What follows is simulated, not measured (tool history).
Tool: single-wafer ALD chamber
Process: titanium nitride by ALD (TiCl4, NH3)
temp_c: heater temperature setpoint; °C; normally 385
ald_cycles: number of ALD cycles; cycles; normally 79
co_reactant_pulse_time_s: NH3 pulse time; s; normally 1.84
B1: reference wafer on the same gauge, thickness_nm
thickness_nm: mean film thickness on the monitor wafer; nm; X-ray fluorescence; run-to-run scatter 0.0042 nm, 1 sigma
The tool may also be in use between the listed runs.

{"run": 1, "hour": 0.0, "temp_c": 385, "ald_cycles": 79, "co_reactant_pulse_time_s": 1.84, "B1": 1.825, "thickness_nm": 1.674}
{"run": 2, "hour": 10.0, "temp_c": 394, "ald_cycles": 79, "co_reactant_pulse_time_s": 1.84, "B1": 1.828, "thickness_nm": 1.689}
{"run": 3, "hour": 20.2, "temp_c": 394, "ald_cycles": 79, "co_reactant_pulse_time_s": 1.84, "B1": 1.825, "thickness_nm": 1.685}
{"run": 4, "hour": 46.6, "temp_c": 385, "ald_cycles": 86, "co_reactant_pulse_time_s": 1.84, "B1": 1.823, "thickness_nm": 1.818}
{"run": 5, "hour": 63.1, "temp_c": 385, "ald_cycles": 86, "co_reactant_pulse_time_s": 1.84, "B1": 1.821, "thickness_nm": 1.818}
{"run": 6, "hour": 73.2, "temp_c": 385, "ald_cycles": 86, "co_reactant_pulse_time_s": 1.84, "B1": 1.82, "thickness_nm": 1.815}
{"run": 7, "hour": 80.1, "temp_c": 391, "ald_cycles": 79, "co_reactant_pulse_time_s": 1.84, "B1": 1.819, "thickness_nm": 1.687}
{"run": 8, "hour": 94.8, "temp_c": 385, "ald_cycles": 79, "co_reactant_pulse_time_s": 2.05, "B1": 1.818, "thickness_nm": 1.677}
{"run": 9, "hour": 106.1, "temp_c": 385, "ald_cycles": 79, "co_reactant_pulse_time_s": 2.05, "B1": 1.818, "thickness_nm": 1.683}
{"run": 10, "hour": 121.5, "temp_c": 385, "ald_cycles": 79, "co_reactant_pulse_time_s": 2.05, "B1": 1.816, "thickness_nm": 1.682}
{"run": 11, "hour": 128.5, "temp_c": 385, "ald_cycles": 79, "co_reactant_pulse_time_s": 1.84, "B1": 1.816, "thickness_nm": 1.665}
{"run": 12, "hour": 135.8, "temp_c": 385, "ald_cycles": 79, "co_reactant_pulse_time_s": 1.84, "B1": 1.814, "thickness_nm": 1.664}
{"run": 13, "hour": 148.1, "temp_c": 393, "ald_cycles": 79, "co_reactant_pulse_time_s": 1.84, "B1": 1.816, "thickness_nm": 1.678}
{"run": 14, "hour": 180.7, "temp_c": 393, "ald_cycles": 79, "co_reactant_pulse_time_s": 1.84, "B1": 1.813, "thickness_nm": 1.681}
{"run": 15, "hour": 188.5, "temp_c": 385, "ald_cycles": 79, "co_reactant_pulse_time_s": 1.84, "B1": 1.812, "thickness_nm": 1.658}
{"hour": 196.0, "done": "gauge calibrated"}
{"run": 16, "hour": 211.4, "temp_c": 385, "ald_cycles": 79, "co_reactant_pulse_time_s": 1.84, "B1": 1.844, "thickness_nm": 1.69}
{"run": 17, "hour": 221.1, "temp_c": 381, "ald_cycles": 79, "co_reactant_pulse_time_s": 1.84, "B1": 1.844, "thickness_nm": 1.684}
{"run": 18, "hour": 237.9, "temp_c": 376, "ald_cycles": 90, "co_reactant_pulse_time_s": 1.42, "B1": 1.844, "thickness_nm": 1.86}
{"run": 19, "hour": 245.2, "temp_c": 385, "ald_cycles": 79, "co_reactant_pulse_time_s": 1.84, "B1": 1.843, "thickness_nm": 1.686}
{"run": 20, "hour": 263.1, "temp_c": 385, "ald_cycles": 66, "co_reactant_pulse_time_s": 1.21, "B1": 1.843, "thickness_nm": 1.361}
{"run": 21, "hour": 273.2, "temp_c": 371, "ald_cycles": 66, "co_reactant_pulse_time_s": 2.54, "B1": 1.84, "thickness_nm": 1.414}
{"run": 22, "hour": 289.1, "temp_c": 385, "ald_cycles": 65, "co_reactant_pulse_time_s": 1.84, "B1": 1.839, "thickness_nm": 1.397}
{"run": 23, "hour": 296.8, "temp_c": 393, "ald_cycles": 79, "co_reactant_pulse_time_s": 1.84, "B1": 1.839, "thickness_nm": 1.706}
{"run": 24, "hour": 311.1, "temp_c": 385, "ald_cycles": 71, "co_reactant_pulse_time_s": 1.84, "B1": 1.84, "thickness_nm": 1.517}
{"run": 25, "hour": 324.8, "temp_c": 385, "ald_cycles": 79, "co_reactant_pulse_time_s": 1.84, "B1": 1.835, "thickness_nm": 1.693}
{"run": 26, "hour": 339.4, "temp_c": 385, "ald_cycles": 79, "co_reactant_pulse_time_s": 1.84, "B1": 1.836, "thickness_nm": 1.681}
{"run": 27, "hour": 353.8, "temp_c": 371, "ald_cycles": 92, "co_reactant_pulse_time_s": 1.84, "B1": 1.835, "thickness_nm": 1.92}
{"hour": 370.5, "done": "thermocouple changed; heater temperature recalibrated"}
{"run": 28, "hour": 371.0, "temp_c": 375, "ald_cycles": 68, "co_reactant_pulse_time_s": 2.22, "B1": 1.834, "thickness_nm": 1.448}
{"hour": 385.4, "done": "showerhead replaced"}
{"run": 29, "hour": 385.9, "temp_c": 385, "ald_cycles": 79, "co_reactant_pulse_time_s": 2.32, "B1": 1.833, "thickness_nm": 1.706}
{"run": 30, "hour": 398.7, "temp_c": 371, "ald_cycles": 92, "co_reactant_pulse_time_s": 1.44, "B1": 1.832, "thickness_nm": 1.871}
{"run": 31, "hour": 414.7, "temp_c": 392, "ald_cycles": 79, "co_reactant_pulse_time_s": 1.2, "B1": 1.828, "thickness_nm": 1.633}
{"run": 32, "hour": 423.2, "temp_c": 377, "ald_cycles": 84, "co_reactant_pulse_time_s": 1.14, "B1": 1.828, "thickness_nm": 1.689}
{"run": 33, "hour": 438.8, "temp_c": 371, "ald_cycles": 66, "co_reactant_pulse_time_s": 2.54, "B1": 1.83, "thickness_nm": 1.41}
{"run": 34, "hour": 450.1, "temp_c": 385, "ald_cycles": 79, "co_reactant_pulse_time_s": 1.84, "B1": 1.827, "thickness_nm": 1.673}
{"run": 35, "hour": 461.6, "temp_c": 385, "ald_cycles": 79, "co_reactant_pulse_time_s": 1.84, "B1": 1.827, "thickness_nm": 1.678}
{"run": 36, "hour": 470.8, "temp_c": 381, "ald_cycles": 64, "co_reactant_pulse_time_s": 1.13, "B1": 1.826, "thickness_nm": 1.289}
{"run": 37, "hour": 480.2, "temp_c": 385, "ald_cycles": 79, "co_reactant_pulse_time_s": 1.59, "B1": 1.827, "thickness_nm": 1.661}
{"run": 38, "hour": 489.5, "temp_c": 397, "ald_cycles": 74, "co_reactant_pulse_time_s": 2.25, "B1": 1.825, "thickness_nm": 1.597}
{"run": 39, "hour": 506.8, "temp_c": 385, "ald_cycles": 86, "co_reactant_pulse_time_s": 1.84, "B1": 1.825, "thickness_nm": 1.827}
{"run": 40, "hour": 521.9, "temp_c": 392, "ald_cycles": 70, "co_reactant_pulse_time_s": 1.84, "B1": 1.824, "thickness_nm": 1.503}

4 ways to go on from here, each from the tool as it stands after run 40. What would each give?
{"run": "A", "hour": 522.5, "temp_c": 396, "ald_cycles": 79, "co_reactant_pulse_time_s": 1.84, "B1": "?", "thickness_nm": "?"}
{"run": "B", "hour": 522.5, "temp_c": 385, "ald_cycles": 64, "co_reactant_pulse_time_s": 2.27, "B1": "?", "thickness_nm": "?"}
{"run": "C", "hour": 522.5, "temp_c": 385, "ald_cycles": 91, "co_reactant_pulse_time_s": 1.84, "B1": "?", "thickness_nm": "?"}
{"run": "D", "hour": 522.5, "temp_c": 396, "ald_cycles": 79, "co_reactant_pulse_time_s": 2.38, "B1": "?", "thickness_nm": "?"}

run=A B1=1.824 thickness_nm=1.692
run=B B1=1.824 thickness_nm=1.371
run=C B1=1.824 thickness_nm=1.925
run=D B1=1.824 thickness_nm=1.713
Had the tool no hidden state, the same runs would have come out as:
run=A thickness_nm=1.717
run=B thickness_nm=1.392
run=C thickness_nm=1.954
run=D thickness_nm=1.738

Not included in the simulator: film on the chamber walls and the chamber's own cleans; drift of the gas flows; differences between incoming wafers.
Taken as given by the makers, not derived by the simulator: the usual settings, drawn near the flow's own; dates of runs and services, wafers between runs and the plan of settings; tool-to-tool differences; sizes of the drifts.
